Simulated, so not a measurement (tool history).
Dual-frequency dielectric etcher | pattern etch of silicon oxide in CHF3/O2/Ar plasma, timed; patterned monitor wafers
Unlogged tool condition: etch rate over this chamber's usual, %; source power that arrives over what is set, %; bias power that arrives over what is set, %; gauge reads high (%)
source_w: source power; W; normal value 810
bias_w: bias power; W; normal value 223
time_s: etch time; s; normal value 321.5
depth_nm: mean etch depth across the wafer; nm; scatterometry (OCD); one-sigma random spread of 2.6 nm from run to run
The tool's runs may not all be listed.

| run | hour | source_w | bias_w | time_s | wafers since the last listed run | hours since the last wet clean | hours since the last source power generator calibration | hours since the last bias power generator calibration | hours since the last upper electrode change | hours since the gauge calibration | read-back reference wafer on the same gauge, depth_nm | depth_nm |
|---|---|---|---|---|---|---|---|---|---|---|---|---|
| 1 | 0.0 | 810 | 223 | 321.5 | 0 | 17.8 | 3575.2 | 2577.4 | 5251.1 | 351.5 | 719.5 | 761.9 |
| 2 | 61.7 | 810 | 223 | 374.5 | 204 | 79.5 | 3636.9 | 2639.1 | 5312.8 | 413.2 | 718.9 | 882.5 |
| 3 | 88.5 | 920 | 223 | 321.5 | 88 | 106.3 | 3663.7 | 2665.9 | 5339.6 | 440.0 | 718.7 | 787.1 |
| 4 | 127.2 | 810 | 223 | 321.5 | 128 | 145.0 | 3702.4 | 2704.6 | 5378.3 | 478.7 | 718.9 | 755.4 |
| 5 | 155.7 | 810 | 223 | 321.5 | 94 | 173.5 | 3730.9 | 2733.1 | 5406.8 | 507.2 | 718.4 | 758.7 |
| 6 | 194.0 | 810 | 223 | 321.5 | 126 | 211.8 | 3769.2 | 2771.4 | 5445.1 | 545.5 | 719.3 | 754.8 |
| 7 | 223.2 | 810 | 223 | 321.5 | 96 | 241.0 | 3798.4 | 2800.6 | 5474.3 | 574.7 | 718.9 | 750.3 |
| 8 | 272.4 | 810 | 206 | 321.5 | 163 | 290.2 | 3847.6 | 2849.8 | 5523.5 | 623.9 | 718.8 | 734.1 |
|  | 349.5 | upper electrode replaced |
| 9 | 386.8 | 810 | 206 | 321.5 | 299 | 404.6 | 3962.0 | 2964.2 | 37.3 | 738.3 | 720.0 | 728.7 |
| 10 | 415.8 | 810 | 206 | 321.5 | 96 | 433.6 | 3991.0 | 2993.2 | 66.3 | 767.3 | 718.8 | 728.9 |
|  | 448.4 | bias power generator calibrated |
| 11 | 454.4 | 810 | 223 | 321.5 | 114 | 472.2 | 4029.6 | 6.0 | 104.9 | 805.9 | 719.2 | 741.3 |
|  | 493.0 | wet clean of the chamber |
| 12 | 500.7 | 810 | 223 | 321.5 | 73 | 7.7 | 4075.9 | 52.3 | 151.2 | 852.2 | 718.7 | 756.2 |
| 13 | 538.5 | 810 | 223 | 321.5 | 125 | 45.5 | 4113.7 | 90.1 | 189.0 | 890.0 | 719.5 | 748.6 |
| 14 | 585.3 | 810 | 223 | 321.5 | 155 | 92.3 | 4160.5 | 136.9 | 235.8 | 936.8 | 719.2 | 748.6 |
| 15 | 611.4 | 630 | 188 | 233.0 | 86 | 118.4 | 4186.6 | 163.0 | 261.9 | 962.9 | 719.3 | 490.0 |
| 16 | 654.8 | 810 | 277 | 350.0 | 143 | 161.8 | 4230.0 | 206.4 | 305.3 | 1006.3 | 719.2 | 857.7 |
|  | 696.5 | source power generator calibrated |
| 17 | 707.6 | 960 | 242 | 321.5 | 161 | 214.6 | 11.1 | 259.2 | 358.1 | 1059.1 | 719.7 | 796.8 |
| 18 | 768.5 | 670 | 187 | 321.5 | 201 | 275.5 | 72.0 | 320.1 | 419.0 | 1120.0 | 719.5 | 672.9 |
| 19 | 812.1 | 670 | 223 | 321.5 | 144 | 319.1 | 115.6 | 363.7 | 462.6 | 1163.6 | 718.2 | 700.3 |
| 20 | 850.9 | 670 | 223 | 321.5 | 128 | 357.9 | 154.4 | 402.5 | 501.4 | 1202.4 | 718.5 | 692.8 |
| 21 | 881.9 | 810 | 169 | 390.5 | 102 | 388.9 | 185.4 | 433.5 | 532.4 | 1233.4 | 719.2 | 841.7 |
|  | 907.4 | gauge calibrated |
| 22 | 911.1 | 950 | 243 | 321.5 | 96 | 418.1 | 214.6 | 462.7 | 561.6 | 3.7 | 719.1 | 777.9 |
| 23 | 952.0 | 860 | 223 | 321.5 | 135 | 459.0 | 255.5 | 503.6 | 602.5 | 44.6 | 718.7 | 740.3 |
| 24 | 987.8 | 810 | 223 | 321.5 | 118 | 494.8 | 291.3 | 539.4 | 638.3 | 80.4 | 719.2 | 730.1 |
|  | 1017.2 | wet clean of the chamber |
| 25 | 1026.1 | 810 | 223 | 321.5 | 47 | 8.9 | 329.6 | 577.7 | 676.6 | 118.7 | 719.0 | 755.8 |
| 26 | 1074.3 | 810 | 271 | 251.5 | 159 | 57.1 | 377.8 | 625.9 | 724.8 | 166.9 | 719.2 | 619.8 |
| 27 | 1107.0 | 650 | 223 | 242.5 | 108 | 89.8 | 410.5 | 658.6 | 757.5 | 199.6 | 720.1 | 538.1 |
| 28 | 1154.8 | 900 | 192 | 381.5 | 158 | 137.6 | 458.3 | 706.4 | 805.3 | 247.4 | 720.0 | 885.3 |
| 29 | 1207.0 | 980 | 258 | 375.0 | 172 | 189.8 | 510.5 | 758.6 | 857.5 | 299.6 | 718.9 | 955.4 |
| 30 | 1243.4 | 810 | 223 | 321.5 | 120 | 226.2 | 546.9 | 795.0 | 893.9 | 336.0 | 718.8 | 747.5 |

The same runs without the tool's hidden state, with the same run-to-run variation:
| run | depth_nm |
|---|---|
| 1 | 758.3 |
| 2 | 882.2 |
| 3 | 788.3 |
| 4 | 758.8 |
| 5 | 763.7 |
| 6 | 761.9 |
| 7 | 758.9 |
| 8 | 745.2 |
| 9 | 746.0 |
| 10 | 747.8 |
| 11 | 762.8 |
| 12 | 762.6 |
| 13 | 757.0 |
| 14 | 759.6 |
| 15 | 498.2 |
| 16 | 874.7 |
| 17 | 815.8 |
| 18 | 692.1 |
| 19 | 722.7 |
| 20 | 717.0 |
| 21 | 873.1 |
| 22 | 808.7 |
| 23 | 772.0 |
| 24 | 763.4 |
| 25 | 757.2 |
| 26 | 623.2 |
| 27 | 542.4 |
| 28 | 895.4 |
| 29 | 970.0 |
| 30 | 761.0 |
